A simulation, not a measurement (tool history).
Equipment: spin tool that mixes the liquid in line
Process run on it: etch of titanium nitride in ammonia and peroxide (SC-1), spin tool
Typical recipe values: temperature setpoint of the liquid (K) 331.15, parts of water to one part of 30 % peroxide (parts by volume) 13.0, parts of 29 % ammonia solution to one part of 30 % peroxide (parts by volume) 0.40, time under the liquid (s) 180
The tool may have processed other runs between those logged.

| run | day | temperature setpoint of the liquid (K) | parts of water to one part of 30 % peroxide (parts by volume) | parts of 29 % ammonia solution to one part of 30 % peroxide (parts by volume) | time under the liquid (s) | wafers since the last listed run | hours since the thermometer was replaced | hours since the ammonia flow meter was replaced | hours since the heated supply line was repaired | hours since the drum of ammonia solution was connected | hours since the gauge calibration | read-back film thickness of the titanium nitride reference wafer, read on the same gauge (nm) | thickness taken off the titanium nitride on a monitor wafer (nm) |
|---|---|---|---|---|---|---|---|---|---|---|---|---|---|
| 1 | 0.000 | 331.15 | 13.0 | 0.40 | 180 | 0 | 2057.3 | 1170.3 | 1382.9 | 394.8 | 65.5 | 70.02 | 7.35 |
| 2 | 0.379 | 331.15 | 13.0 | 0.40 | 250 | 88 | 2066.4 | 1179.4 | 1392.0 | 403.9 | 74.6 | 70.02 | 10.45 |
| 3 | 0.658 | 331.15 | 13.0 | 0.40 | 250 | 65 | 2073.1 | 1186.1 | 1398.7 | 410.6 | 81.3 | 69.93 | 10.38 |
| 4 | 1.175 | 331.15 | 13.0 | 0.40 | 250 | 120 | 2085.5 | 1198.5 | 1411.1 | 423.0 | 93.7 | 69.98 | 10.19 |
| 5 | 1.879 | 331.15 | 13.0 | 0.45 | 180 | 164 | 2102.4 | 1215.4 | 1428.0 | 439.9 | 110.6 | 69.96 | 7.61 |
| 6 | 2.212 | 331.15 | 13.0 | 0.45 | 180 | 77 | 2110.4 | 1223.4 | 1436.0 | 447.9 | 118.6 | 70.02 | 7.63 |
| 7 | 2.825 | 331.15 | 13.0 | 0.40 | 180 | 142 | 2125.1 | 1238.1 | 1450.7 | 462.6 | 133.3 | 70.01 | 7.44 |
| 8 | 3.088 | 331.15 | 13.0 | 0.40 | 180 | 61 | 2131.4 | 1244.4 | 1457.0 | 468.9 | 139.6 | 70.01 | 7.37 |
| 9 | 3.358 | 331.15 | 13.0 | 0.40 | 180 | 63 | 2137.9 | 1250.9 | 1463.5 | 475.4 | 146.1 | 70.03 | 7.47 |
| 10 | 3.804 | 331.15 | 13.0 | 0.40 | 125 | 103 | 2148.6 | 1261.6 | 1474.2 | 486.1 | 156.8 | 70.01 | 5.10 |
| 11 | 4.117 | 331.15 | 13.0 | 0.40 | 125 | 72 | 2156.1 | 1269.1 | 1481.7 | 493.6 | 164.3 | 70.07 | 5.20 |
| 12 | 4.729 | 331.15 | 13.0 | 0.40 | 180 | 142 | 2170.8 | 1283.8 | 1496.4 | 508.3 | 179.0 | 70.02 | 7.40 |
| 13 | 5.046 | 331.15 | 13.0 | 0.40 | 180 | 73 | 2178.4 | 1291.4 | 1504.0 | 515.9 | 186.6 | 70.03 | 7.34 |
| 14 | 5.742 | 331.15 | 17.0 | 0.40 | 180 | 162 | 2195.1 | 1308.1 | 1520.7 | 532.6 | 203.3 | 70.05 | 6.38 |
| 15 | 6.008 | 331.15 | 13.0 | 0.55 | 180 | 62 | 2201.5 | 1314.5 | 1527.1 | 539.0 | 209.7 | 69.99 | 7.90 |
|  | 6.317 | heated supply line repaired |
| 16 | 6.554 | 322.65 | 15.0 | 0.40 | 180 | 117 | 2214.6 | 1327.6 | 5.7 | 552.1 | 222.8 | 70.00 | 3.24 |
|  | 6.758 | gauge calibrated |
| 17 | 6.958 | 322.65 | 9.0 | 0.55 | 270 | 94 | 2224.3 | 1337.3 | 15.4 | 561.8 | 4.8 | 70.02 | 6.74 |
|  | 7.092 | new drum of ammonia solution connected |
| 18 | 7.283 | 331.15 | 13.0 | 0.40 | 180 | 66 | 2232.1 | 1345.1 | 23.2 | 4.6 | 12.6 | 69.98 | 6.21 |
| 19 | 7.821 | 335.15 | 13.0 | 0.40 | 275 | 125 | 2245.0 | 1358.0 | 36.1 | 17.5 | 25.5 | 69.98 | 12.67 |
|  | 8.458 | heated supply line repaired, repeated, since the last time left the tool worse |
| 20 | 8.533 | 331.15 | 13.0 | 0.40 | 90 | 156 | 2262.1 | 1375.1 | 1.8 | 34.6 | 42.6 | 69.97 | 4.37 |
|  | 9.004 | ammonia flow meter replaced |
| 21 | 9.133 | 331.15 | 15.5 | 0.40 | 95 | 130 | 2276.5 | 3.1 | 16.2 | 49.0 | 57.0 | 70.01 | 4.14 |
|  | 9.433 | thermometer replaced |
| 22 | 9.592 | 331.15 | 13.0 | 0.40 | 180 | 97 | 3.8 | 14.1 | 27.2 | 60.0 | 68.0 | 70.05 | 8.54 |
| 23 | 10.308 | 331.15 | 10.5 | 0.40 | 180 | 167 | 21.0 | 31.3 | 44.4 | 77.2 | 85.2 | 69.97 | 9.62 |
| 24 | 11.796 | 331.15 | 13.0 | 0.40 | 135 | 346 | 56.7 | 67.0 | 80.1 | 112.9 | 120.9 | 70.00 | 6.45 |

Alternative continuations, all from the tool just after run 24; predict every row:
| A | 11.817 | 331.15 | 13.0 | 0.40 | 180 | 4 | 57.2 | 67.5 | 80.6 | 113.4 | 121.4 | ? | ? |
| B | 11.817 | 331.15 | 13.0 | 0.40 | 120 | 4 | 57.2 | 67.5 | 80.6 | 113.4 | 121.4 | ? | ? |
| C | 11.817 | 325.65 | 13.0 | 0.30 | 215 | 4 | 57.2 | 67.5 | 80.6 | 113.4 | 121.4 | ? | ? |

| run | read-back film thickness of the titanium nitride reference wafer, read on the same gauge (nm) | thickness taken off the titanium nitride on a monitor wafer (nm) |
|---|---|---|
| A | 69.96 | 8.70 |
| B | 69.96 | 5.80 |
| C | 69.96 | 6.79 |
Without the tool's hidden state the same runs would have given:
| run | thickness taken off the titanium nitride on a monitor wafer (nm) |
|---|---|
| A | 9.10 |
| B | 6.07 |
| C | 7.11 |
